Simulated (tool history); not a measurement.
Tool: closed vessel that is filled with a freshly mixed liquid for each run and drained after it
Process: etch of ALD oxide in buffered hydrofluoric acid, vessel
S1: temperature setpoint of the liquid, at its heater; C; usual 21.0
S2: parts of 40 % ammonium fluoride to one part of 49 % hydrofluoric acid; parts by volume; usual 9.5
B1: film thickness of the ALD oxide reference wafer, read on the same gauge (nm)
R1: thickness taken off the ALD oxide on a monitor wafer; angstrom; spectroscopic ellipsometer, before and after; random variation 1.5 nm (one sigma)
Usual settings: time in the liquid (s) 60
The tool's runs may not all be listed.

{"run": 1, "hour": 0.0, "S1": 21.0, "S2": 9.5, "time in the liquid (s)": 60, "B1": 60.03, "R1": 1414.3}
{"run": 2, "hour": 51.6, "S1": 21.0, "S2": 9.5, "time in the liquid (s)": 60, "B1": 60.0, "R1": 1409.0}
{"run": 3, "hour": 166.9, "S1": 21.0, "S2": 9.5, "time in the liquid (s)": 60, "B1": 59.99, "R1": 1377.0}
{"run": 4, "hour": 271.5, "S1": 21.0, "S2": 9.5, "time in the liquid (s)": 60, "B1": 60.0, "R1": 1367.3}
{"run": 5, "hour": 314.4, "S1": 21.0, "S2": 7.0, "time in the liquid (s)": 60, "B1": 60.0, "R1": 1746.8}
{"run": 6, "hour": 396.9, "S1": 21.0, "S2": 7.0, "time in the liquid (s)": 60, "B1": 60.02, "R1": 1753.5}
{"run": 7, "hour": 504.0, "S1": 21.0, "S2": 9.5, "time in the liquid (s)": 60, "B1": 59.97, "R1": 1325.8}
{"run": 8, "hour": 574.8, "S1": 21.0, "S2": 9.5, "time in the liquid (s)": 60, "B1": 60.0, "R1": 1331.2}
{"hour": 624.1, "done": "thermometer replaced"}
{"run": 9, "hour": 655.9, "S1": 21.0, "S2": 9.5, "time in the liquid (s)": 60, "B1": 59.98, "R1": 1358.0}
{"run": 10, "hour": 715.8, "S1": 21.0, "S2": 9.5, "time in the liquid (s)": 60, "B1": 60.0, "R1": 1361.2}
{"run": 11, "hour": 759.8, "S1": 21.0, "S2": 9.5, "time in the liquid (s)": 60, "B1": 59.98, "R1": 1362.3}
{"run": 12, "hour": 866.3, "S1": 18.0, "S2": 9.5, "time in the liquid (s)": 60, "B1": 60.01, "R1": 1118.9}
{"run": 13, "hour": 951.7, "S1": 18.0, "S2": 9.5, "time in the liquid (s)": 60, "B1": 59.99, "R1": 1112.6}
{"run": 14, "hour": 1039.5, "S1": 21.0, "S2": 9.5, "time in the liquid (s)": 40, "B1": 59.98, "R1": 879.8}
{"run": 15, "hour": 1101.5, "S1": 21.0, "S2": 9.5, "time in the liquid (s)": 40, "B1": 60.01, "R1": 843.3}
{"hour": 1111.4, "done": "hydrofluoric acid flow meter replaced"}
{"hour": 1334.7, "done": "thermometer replaced"}
{"run": 16, "hour": 1416.6, "S1": 21.0, "S2": 9.5, "time in the liquid (s)": 60, "B1": 60.02, "R1": 1455.1}
{"hour": 1662.6, "done": "gauge calibrated"}
{"run": 17, "hour": 1692.4, "S1": 21.0, "S2": 9.5, "time in the liquid (s)": 60, "B1": 60.0, "R1": 1383.0}
{"run": 18, "hour": 1787.4, "S1": 21.0, "S2": 11.0, "time in the liquid (s)": 60, "B1": 60.02, "R1": 1215.8}
{"run": 19, "hour": 1829.4, "S1": 21.0, "S2": 9.5, "time in the liquid (s)": 60, "B1": 60.04, "R1": 1369.6}
{"run": 20, "hour": 1920.9, "S1": 22.5, "S2": 7.5, "time in the liquid (s)": 95, "B1": 59.99, "R1": 2930.8}
{"run": 21, "hour": 1958.5, "S1": 21.0, "S2": 11.0, "time in the liquid (s)": 60, "B1": 60.01, "R1": 1173.7}
{"run": 22, "hour": 2006.5, "S1": 21.0, "S2": 9.5, "time in the liquid (s)": 60, "B1": 60.0, "R1": 1334.9}
{"hour": 2107.7, "done": "thermometer replaced"}
{"run": 23, "hour": 2113.3, "S1": 18.5, "S2": 9.5, "time in the liquid (s)": 75, "B1": 60.0, "R1": 1552.9}
{"run": 24, "hour": 2164.0, "S1": 21.0, "S2": 11.5, "time in the liquid (s)": 60, "B1": 60.01, "R1": 1186.1}
{"run": 25, "hour": 2394.4, "S1": 21.0, "S2": 12.5, "time in the liquid (s)": 60, "B1": 60.0, "R1": 1076.3}
{"run": 26, "hour": 2502.3, "S1": 21.0, "S2": 9.5, "time in the liquid (s)": 60, "B1": 60.02, "R1": 1383.5}
{"run": 27, "hour": 2570.5, "S1": 21.0, "S2": 8.0, "time in the liquid (s)": 60, "B1": 60.02, "R1": 1563.3}
{"run": 28, "hour": 2665.0, "S1": 19.0, "S2": 9.5, "time in the liquid (s)": 60, "B1": 60.0, "R1": 1181.6}
{"run": 29, "hour": 2822.7, "S1": 21.0, "S2": 9.5, "time in the liquid (s)": 60, "B1": 59.98, "R1": 1313.4}
{"hour": 2871.1, "done": "thermometer replaced"}
{"run": 30, "hour": 2880.1, "S1": 17.0, "S2": 9.5, "time in the liquid (s)": 60, "B1": 60.01, "R1": 1096.3}
{"run": 31, "hour": 3175.7, "S1": 19.0, "S2": 5.5, "time in the liquid (s)": 60, "B1": 59.96, "R1": 1955.0}
{"run": 32, "hour": 3273.5, "S1": 23.0, "S2": 10.5, "time in the liquid (s)": 95, "B1": 59.98, "R1": 2067.0}
{"run": 33, "hour": 3352.8, "S1": 17.0, "S2": 12.5, "time in the liquid (s)": 85, "B1": 59.97, "R1": 1122.3}
{"run": 34, "hour": 3432.2, "S1": 25.5, "S2": 11.5, "time in the liquid (s)": 75, "B1": 59.98, "R1": 1690.8}

What the log doesn't show, run by run:
gauge reads high (%): 0 in every run
H1: liquid colder than its thermometer reads (K)
H2: hydrofluoric acid flow below the setpoint (%)
run=1 H1=0.283 H2=6.29
run=2 H1=0.366 H2=6.55
run=3 H1=0.549 H2=7.13
run=4 H1=0.716 H2=7.65
run=5 H1=0.784 H2=7.86
run=6 H1=0.916 H2=8.27
run=7 H1=1.09 H2=8.81
run=8 H1=1.2 H2=9.16
run=9 H1=0.222 H2=9.57
run=10 H1=0.318 H2=9.87
run=11 H1=0.388 H2=10.1
run=12 H1=0.557 H2=10.6
run=13 H1=0.693 H2=11
run=14 H1=0.833 H2=11.5
run=15 H1=0.932 H2=11.8
run=16 H1=0.443 H2=2.16
run=17 H1=0.883 H2=3.54
run=18 H1=1.03 H2=4.01
run=19 H1=1.1 H2=4.22
run=20 H1=1.25 H2=4.68
run=21 H1=1.31 H2=4.87
run=22 H1=1.38 H2=5.11
run=23 H1=0.0308 H2=5.64
run=24 H1=0.112 H2=5.89
run=25 H1=0.479 H2=7.04
run=26 H1=0.651 H2=7.58
run=27 H1=0.759 H2=7.92
run=28 H1=0.91 H2=8.39
run=29 H1=1.16 H2=9.18
run=30 H1=0.136 H2=9.47
run=31 H1=0.607 H2=10.9
run=32 H1=0.763 H2=11.4
run=33 H1=0.89 H2=11.8
run=34 H1=1.02 H2=12.2
